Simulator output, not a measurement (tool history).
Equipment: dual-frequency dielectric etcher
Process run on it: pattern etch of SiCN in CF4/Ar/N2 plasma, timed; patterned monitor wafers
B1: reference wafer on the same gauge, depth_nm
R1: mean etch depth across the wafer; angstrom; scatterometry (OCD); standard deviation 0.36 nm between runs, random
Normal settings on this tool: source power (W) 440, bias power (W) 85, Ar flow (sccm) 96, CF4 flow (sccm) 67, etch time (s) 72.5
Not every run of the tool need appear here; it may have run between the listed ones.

run 1 hour=0 | source_power_(W)=440 bias_power_(W)=85 Ar_flow_(sccm)=117 CF4_flow_(sccm)=67 etch_time_(s)=72.5 | B1=77.8 | R1=633
run 2 hour=7.2 | source_power_(W)=480 bias_power_(W)=72 Ar_flow_(sccm)=96 CF4_flow_(sccm)=67 etch_time_(s)=72.5 | B1=77.9 | R1=681
run 3 hour=53.1 | source_power_(W)=440 bias_power_(W)=85 Ar_flow_(sccm)=96 CF4_flow_(sccm)=67 etch_time_(s)=72.5 | B1=77.9 | R1=650
-- hour=103.3 wet clean of the chamber
run 4 hour=103.8 | source_power_(W)=440 bias_power_(W)=85 Ar_flow_(sccm)=96 CF4_flow_(sccm)=67 etch_time_(s)=72.5 | B1=77.6 | R1=655
run 5 hour=104.2 | source_power_(W)=440 bias_power_(W)=85 Ar_flow_(sccm)=85 CF4_flow_(sccm)=67 etch_time_(s)=60.5 | B1=77.4 | R1=550
run 6 hour=124.3 | source_power_(W)=390 bias_power_(W)=85 Ar_flow_(sccm)=88 CF4_flow_(sccm)=67 etch_time_(s)=62 | B1=77.7 | R1=494
-- hour=137.9 Ar flow controller replaced
run 7 hour=158.5 | source_power_(W)=520 bias_power_(W)=85 Ar_flow_(sccm)=82 CF4_flow_(sccm)=80 etch_time_(s)=72.5 | B1=77.5 | R1=800
run 8 hour=174.2 | source_power_(W)=440 bias_power_(W)=68 Ar_flow_(sccm)=89 CF4_flow_(sccm)=67 etch_time_(s)=84.5 | B1=77.4 | R1=711
run 9 hour=196.6 | source_power_(W)=440 bias_power_(W)=85 Ar_flow_(sccm)=96 CF4_flow_(sccm)=67 etch_time_(s)=72.5 | B1=77.3 | R1=651
-- hour=205.6 CF4 flow controller replaced
-- hour=217.4 source power generator calibrated
run 10 hour=232.2 | source_power_(W)=440 bias_power_(W)=93 Ar_flow_(sccm)=96 CF4_flow_(sccm)=67 etch_time_(s)=72.5 | B1=77.2 | R1=672
run 11 hour=263.7 | source_power_(W)=440 bias_power_(W)=85 Ar_flow_(sccm)=105 CF4_flow_(sccm)=53 etch_time_(s)=72.5 | B1=77 | R1=617
run 12 hour=324.4 | source_power_(W)=440 bias_power_(W)=85 Ar_flow_(sccm)=96 CF4_flow_(sccm)=67 etch_time_(s)=72.5 | B1=76.9 | R1=643
run 13 hour=341.5 | source_power_(W)=510 bias_power_(W)=70 Ar_flow_(sccm)=96 CF4_flow_(sccm)=67 etch_time_(s)=84 | B1=76.9 | R1=818
run 14 hour=371.1 | source_power_(W)=510 bias_power_(W)=85 Ar_flow_(sccm)=86 CF4_flow_(sccm)=83 etch_time_(s)=51 | B1=76.6 | R1=546
run 15 hour=384.7 | source_power_(W)=440 bias_power_(W)=85 Ar_flow_(sccm)=105 CF4_flow_(sccm)=67 etch_time_(s)=72.5 | B1=76.6 | R1=632
run 16 hour=404.3 | source_power_(W)=440 bias_power_(W)=85 Ar_flow_(sccm)=96 CF4_flow_(sccm)=67 etch_time_(s)=72.5 | B1=76.6 | R1=643
run 17 hour=438.7 | source_power_(W)=440 bias_power_(W)=85 Ar_flow_(sccm)=96 CF4_flow_(sccm)=67 etch_time_(s)=72.5 | B1=76.4 | R1=640
run 18 hour=453.1 | source_power_(W)=440 bias_power_(W)=85 Ar_flow_(sccm)=112 CF4_flow_(sccm)=57 etch_time_(s)=72.5 | B1=76.6 | R1=621
-- hour=495.7 wet clean of the chamber
run 19 hour=496.2 | source_power_(W)=440 bias_power_(W)=85 Ar_flow_(sccm)=116 CF4_flow_(sccm)=67 etch_time_(s)=72.5 | B1=76.3 | R1=629
run 20 hour=507.2 | source_power_(W)=550 bias_power_(W)=94 Ar_flow_(sccm)=96 CF4_flow_(sccm)=54 etch_time_(s)=79.5 | B1=76.4 | R1=890

Predict each of these 5 candidate next runs independently; none follows another, all start after run 20:
run A hour=507.6 | source_power_(W)=440 bias_power_(W)=101 Ar_flow_(sccm)=96 CF4_flow_(sccm)=67 etch_time_(s)=72.5 | B1=? | R1=?
run B hour=507.6 | source_power_(W)=440 bias_power_(W)=85 Ar_flow_(sccm)=96 CF4_flow_(sccm)=50 etch_time_(s)=72.5 | B1=? | R1=?
run C hour=507.6 | source_power_(W)=440 bias_power_(W)=92 Ar_flow_(sccm)=96 CF4_flow_(sccm)=67 etch_time_(s)=72.5 | B1=? | R1=?
run D hour=507.6 | source_power_(W)=440 bias_power_(W)=85 Ar_flow_(sccm)=96 CF4_flow_(sccm)=59 etch_time_(s)=90.5 | B1=? | R1=?
run E hour=507.6 | source_power_(W)=480 bias_power_(W)=69 Ar_flow_(sccm)=96 CF4_flow_(sccm)=67 etch_time_(s)=72.5 | B1=? | R1=?

run=A B1=76.4 R1=679
run=B B1=76.4 R1=620
run=C B1=76.4 R1=658
run=D B1=76.4 R1=788
run=E B1=76.4 R1=657
Without the tool's unlogged condition, the same runs would have read:
run=A R1=698
run=B R1=637
run=C R1=676
run=D R1=810
run=E R1=675

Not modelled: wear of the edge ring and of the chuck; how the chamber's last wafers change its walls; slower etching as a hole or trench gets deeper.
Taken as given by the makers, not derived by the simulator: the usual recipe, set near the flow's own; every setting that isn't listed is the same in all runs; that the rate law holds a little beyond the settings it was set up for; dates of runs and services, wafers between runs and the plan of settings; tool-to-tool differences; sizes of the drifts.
